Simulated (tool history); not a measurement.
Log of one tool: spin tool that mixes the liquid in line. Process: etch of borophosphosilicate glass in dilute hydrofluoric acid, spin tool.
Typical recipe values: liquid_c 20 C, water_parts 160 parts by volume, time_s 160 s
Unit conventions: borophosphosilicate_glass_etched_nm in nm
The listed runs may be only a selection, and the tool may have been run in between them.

run,hour,liquid_c,water_parts,time_s,"read-back film thickness of the borophosphosilicate glass reference wafer, read on the same gauge (nm)",borophosphosilicate_glass_etched_nm
1,0,20,160,160,40.03,52.03
2,31.4,20,160,160,39.99,51.71
3,51.6,20,160,160,40,52.38
4,66.1,20,160,160,39.94,52.46
5,88.1,20,160,160,39.98,52.96
6,118.7,20,160,160,39.99,52.85
# hour 147.6: thermometer replaced
7,151.5,20,160,160,40.03,47.65
8,186.2,20,160,125,39.98,37.09
# hour 209.7: hydrofluoric acid flow meter replaced
9,216.6,20,160,160,39.99,46.54
# hour 233.5: gauge calibrated
10,243.6,20,115,160,40.02,67.51
11,273.8,20,160,160,40,46.8
12,306.8,20,180,160,40,41.17
13,342.3,22.5,160,235,40.01,76.2
14,362.2,20,160,220,40.01,66.19
15,400.8,20,160,130,40.04,39.4
16,426.5,20,160,160,40.02,48.76
17,457.3,20,185,160,39.96,41.56

Each run again, without the hidden state but with its own random variation kept:
The hidden state here: liquid hotter than its thermometer reads (K); hydrofluoric acid flow above the setpoint (%); gauge reads high (%).
run,borophosphosilicate_glass_etched_nm
1,45.79
2,45.2
3,45.58
4,45.5
5,45.7
6,45.3
7,45.33
8,35.01
9,45.48
10,65.55
11,45.13
12,39.41
13,72.4
14,62.56
15,36.9
16,45.41
17,38.44
